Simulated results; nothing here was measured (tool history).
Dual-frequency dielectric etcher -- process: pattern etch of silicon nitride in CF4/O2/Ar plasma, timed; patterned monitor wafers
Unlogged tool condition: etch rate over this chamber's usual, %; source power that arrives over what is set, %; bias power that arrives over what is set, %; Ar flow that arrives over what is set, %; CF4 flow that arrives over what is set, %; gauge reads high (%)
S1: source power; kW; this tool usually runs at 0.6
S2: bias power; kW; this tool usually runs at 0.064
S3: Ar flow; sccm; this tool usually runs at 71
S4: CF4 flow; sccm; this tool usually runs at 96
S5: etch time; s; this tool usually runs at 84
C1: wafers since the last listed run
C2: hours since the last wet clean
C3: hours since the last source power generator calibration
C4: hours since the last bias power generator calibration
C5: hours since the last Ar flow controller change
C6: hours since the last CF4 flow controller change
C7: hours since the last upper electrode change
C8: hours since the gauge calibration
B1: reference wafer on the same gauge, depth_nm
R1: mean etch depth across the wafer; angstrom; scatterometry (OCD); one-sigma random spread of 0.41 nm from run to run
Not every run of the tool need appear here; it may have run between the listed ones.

{"run": 1, "hour": 0.0, "S1": 0.6, "S2": 0.064, "S3": 71, "S4": 104, "S5": 84, "C1": 0, "C2": 269.7, "C3": 0.8, "C4": 4, "C5": 2518.8, "C6": 5924.7, "C7": 4.8, "C8": 388.7, "B1": 224.1, "R1": 2111}
{"run": 2, "hour": 0.8, "S1": 0.6, "S2": 0.064, "S3": 71, "S4": 104, "S5": 84, "C1": 7, "C2": 270.5, "C3": 1.6, "C4": 4.8, "C5": 2519.6, "C6": 5925.5, "C7": 5.6, "C8": 389.5, "B1": 223.9, "R1": 2102}
{"run": 3, "hour": 12.8, "S1": 0.6, "S2": 0.064, "S3": 71, "S4": 96, "S5": 84, "C1": 105, "C2": 282.5, "C3": 13.6, "C4": 16.8, "C5": 2531.6, "C6": 5937.5, "C7": 17.6, "C8": 401.5, "B1": 224, "R1": 2077}
{"hour": 23.5, "done": "CF4 flow controller replaced"}
{"run": 4, "hour": 24.0, "S1": 0.6, "S2": 0.064, "S3": 71, "S4": 96, "S5": 84, "C1": 45, "C2": 293.7, "C3": 24.8, "C4": 28, "C5": 2542.8, "C6": 0.5, "C7": 28.8, "C8": 412.7, "B1": 223.9, "R1": 2080}
{"run": 5, "hour": 35.5, "S1": 0.6, "S2": 0.064, "S3": 71, "S4": 96, "S5": 84, "C1": 100, "C2": 305.2, "C3": 36.3, "C4": 39.5, "C5": 2554.3, "C6": 12, "C7": 40.3, "C8": 424.2, "B1": 223.8, "R1": 2082}
{"run": 6, "hour": 42.5, "S1": 0.72, "S2": 0.077, "S3": 81, "S4": 96, "S5": 84, "C1": 61, "C2": 312.2, "C3": 43.3, "C4": 46.5, "C5": 2561.3, "C6": 19, "C7": 47.3, "C8": 431.2, "B1": 223.8, "R1": 2458}
{"run": 7, "hour": 55.2, "S1": 0.5, "S2": 0.064, "S3": 71, "S4": 96, "S5": 93.5, "C1": 111, "C2": 324.9, "C3": 56, "C4": 59.2, "C5": 2574, "C6": 31.7, "C7": 60, "C8": 443.9, "B1": 224.2, "R1": 2100}
{"run": 8, "hour": 69.5, "S1": 0.6, "S2": 0.064, "S3": 71, "S4": 96, "S5": 84, "C1": 125, "C2": 339.2, "C3": 70.3, "C4": 73.5, "C5": 2588.3, "C6": 46, "C7": 74.3, "C8": 458.2, "B1": 224, "R1": 2088}
{"run": 9, "hour": 78.2, "S1": 0.6, "S2": 0.055, "S3": 71, "S4": 96, "S5": 84, "C1": 76, "C2": 347.9, "C3": 79, "C4": 82.2, "C5": 2597, "C6": 54.7, "C7": 83, "C8": 466.9, "B1": 223.8, "R1": 1953}
{"hour": 85.0, "done": "Ar flow controller replaced"}
{"hour": 94.5, "done": "gauge calibrated"}
{"run": 10, "hour": 95.6, "S1": 0.6, "S2": 0.049, "S3": 59, "S4": 105, "S5": 84, "C1": 99, "C2": 365.3, "C3": 96.4, "C4": 99.6, "C5": 10.6, "C6": 72.1, "C7": 100.4, "C8": 1.1, "B1": 223.9, "R1": 1943}
{"run": 11, "hour": 102.2, "S1": 0.68, "S2": 0.064, "S3": 71, "S4": 76, "S5": 84, "C1": 57, "C2": 371.9, "C3": 103, "C4": 106.2, "C5": 17.2, "C6": 78.7, "C7": 107, "C8": 7.7, "B1": 224, "R1": 2156}
{"run": 12, "hour": 112.6, "S1": 0.6, "S2": 0.057, "S3": 58, "S4": 96, "S5": 84, "C1": 91, "C2": 382.3, "C3": 113.4, "C4": 116.6, "C5": 27.6, "C6": 89.1, "C7": 117.4, "C8": 18.1, "B1": 224, "R1": 2049}
{"hour": 144.3, "done": "wet clean of the chamber"}
{"run": 13, "hour": 144.8, "S1": 0.6, "S2": 0.064, "S3": 61, "S4": 117, "S5": 77, "C1": 71, "C2": 0.5, "C3": 145.6, "C4": 148.8, "C5": 59.8, "C6": 121.3, "C7": 149.6, "C8": 50.3, "B1": 224.1, "R1": 1984}
{"run": 14, "hour": 145.2, "S1": 0.6, "S2": 0.075, "S3": 71, "S4": 96, "S5": 84, "C1": 3, "C2": 0.9, "C3": 146, "C4": 149.2, "C5": 60.2, "C6": 121.7, "C7": 150, "C8": 50.7, "B1": 224, "R1": 2209}
{"run": 15, "hour": 148.2, "S1": 0.6, "S2": 0.064, "S3": 71, "S4": 96, "S5": 84, "C1": 26, "C2": 3.9, "C3": 149, "C4": 152.2, "C5": 63.2, "C6": 124.7, "C7": 153, "C8": 53.7, "B1": 224.2, "R1": 2065}
{"run": 16, "hour": 161.6, "S1": 0.51, "S2": 0.064, "S3": 71, "S4": 109, "S5": 84, "C1": 117, "C2": 17.3, "C3": 162.4, "C4": 165.6, "C5": 76.6, "C6": 138.1, "C7": 166.4, "C8": 67.1, "B1": 224.3, "R1": 1927}
{"run": 17, "hour": 172.4, "S1": 0.6, "S2": 0.064, "S3": 71, "S4": 96, "S5": 101.5, "C1": 94, "C2": 28.1, "C3": 173.2, "C4": 176.4, "C5": 87.4, "C6": 148.9, "C7": 177.2, "C8": 77.9, "B1": 224.2, "R1": 2498}
{"run": 18, "hour": 187.2, "S1": 0.45, "S2": 0.07, "S3": 71, "S4": 78, "S5": 84, "C1": 129, "C2": 42.9, "C3": 188, "C4": 191.2, "C5": 102.2, "C6": 163.7, "C7": 192, "C8": 92.7, "B1": 224.2, "R1": 1799}
{"run": 19, "hour": 203.7, "S1": 0.6, "S2": 0.059, "S3": 79, "S4": 80, "S5": 63, "C1": 144, "C2": 59.4, "C3": 204.5, "C4": 207.7, "C5": 118.7, "C6": 180.2, "C7": 208.5, "C8": 109.2, "B1": 224.1, "R1": 1429}
{"run": 20, "hour": 250.3, "S1": 0.67, "S2": 0.075, "S3": 89, "S4": 96, "S5": 77, "C1": 407, "C2": 106, "C3": 251.1, "C4": 254.3, "C5": 165.3, "C6": 226.8, "C7": 255.1, "C8": 155.8, "B1": 224, "R1": 2085}

For each entry between runs, how does the tool's hidden state at the last listed run before it compare with that at the first listed run after it?
In the gap between runs 3 and 4: CF4 flow controller replaced (hour 23.5)
  etch rate over this chamber's usual, %: 0.697 -> 0.723
  difference, measured minus the result without the unlogged condition, R1: +15 -> +15 angstrom
In the gap between runs 9 and 10: Ar flow controller replaced (hour 85); gauge calibrated (hour 94.5)
  etch rate over this chamber's usual, %: 0.847 -> 0.887
  difference, measured minus the result without the unlogged condition, R1: +16 -> +17 angstrom
In the gap between runs 12 and 13: wet clean of the chamber (hour 144.3)
  etch rate over this chamber's usual, %: 0.926 -> -0.0254
  difference, measured minus the result without the unlogged condition, R1: +19 -> +0 angstrom
